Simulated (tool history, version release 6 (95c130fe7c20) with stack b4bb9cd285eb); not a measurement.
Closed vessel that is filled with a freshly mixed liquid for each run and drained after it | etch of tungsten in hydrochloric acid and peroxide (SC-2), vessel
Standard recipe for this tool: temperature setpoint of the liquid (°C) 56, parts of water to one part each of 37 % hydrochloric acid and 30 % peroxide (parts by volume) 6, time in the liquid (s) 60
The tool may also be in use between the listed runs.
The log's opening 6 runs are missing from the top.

run   hour  temperature setpoint of the liquid (°C)  parts of water to one part each of 37 % hydrochloric acid and 30 % peroxide (parts by volume)  time in the liquid (s)  read-back film thickness of the tungsten reference wafer, read on the same gauge (nm)  thickness taken off the tungsten on a monitor wafer (Å)
  7  135.3                                       56                                                                                              7                      60                                                                                 139.97                                                    256.5
  8  150.4                                       56                                                                                              6                      60                                                                                 139.99                                                    290.4
       170  -- gauge calibrated
  9    178                                       56                                                                                              6                      60                                                                                    140                                                    291.2
       189  -- new drum of peroxide connected
 10  205.9                                       56                                                                                              6                      60                                                                                 140.01                                                    288.5
 11  220.2                                       56                                                                                              7                      85                                                                                    140                                                    365.3
 12  270.8                                       56                                                                                              6                      60                                                                                    140                                                    291.5
 13  293.1                                     51.5                                                                                            4.5                      85                                                                                 139.97                                                    378.8
 14  309.4                                       56                                                                                              6                      60                                                                                 139.96                                                    292.1
 15  343.1                                       56                                                                                              6                      40                                                                                 140.01                                                    194.6
 16  368.3                                       59                                                                                            8.5                      35                                                                                 140.03                                                    157.3
 17  381.9                                       56                                                                                              6                      60                                                                                 140.03                                                    292.3
 18  396.8                                     65.5                                                                                              4                      35                                                                                 140.01                                                    411.9
     414.6  -- thermometer replaced
 19  432.7                                       56                                                                                              6                      30                                                                                 140.04                                                    128.6
 20  467.9                                       56                                                                                              6                      60                                                                                 139.98                                                    253.5
 21  487.4                                       56                                                                                              6                      60                                                                                 140.01                                                    256.9
 22  518.5                                       56                                                                                              4                      60                                                                                 139.99                                                    346.4
 23  532.5                                       56                                                                                              6                      35                                                                                 140.01                                                    149.6
 24  561.6                                     48.5                                                                                              8                      80                                                                                 140.02                                                    168.8
 25  574.7                                     49.5                                                                                              7                      75                                                                                 140.04                                                    184.7
 26    606                                       56                                                                                              6                      60                                                                                 140.04                                                    256.5
 27  630.1                                       56                                                                                              4                      85                                                                                 140.04                                                    485.4
 28  664.8                                       59                                                                                            8.5                      35                                                                                 140.02                                                    139.1
 29  676.9                                       49                                                                                              6                      60                                                                                 139.99                                                    165.4
 30  712.6                                       56                                                                                              6                      50                                                                                 139.98                                                    216.5
 31  738.5                                       56                                                                                              6                      60                                                                                 139.98                                                    260.4

Forecast each of these 3 alternatives for the next run:
  A  739.2                                       56                                                                                              6                      60                                                                                      ?                                                        ?
  B  739.2                                       56                                                                                            4.5                      35                                                                                      ?                                                        ?
  C  739.2                                       52                                                                                              4                      75                                                                                      ?                                                        ?

run  read-back film thickness of the tungsten reference wafer, read on the same gauge (nm)  thickness taken off the tungsten on a monitor wafer (Å)
  A                                                                                 139.95                                                    261.2
  B                                                                                 139.95                                                    187.5
  C                                                                                 139.95                                                    335.7
With no hidden state in the tool, these same runs would have given:
run  thickness taken off the tungsten on a monitor wafer (Å)
  A                                                      257
  B                                                    184.5
  C                                                    330.2
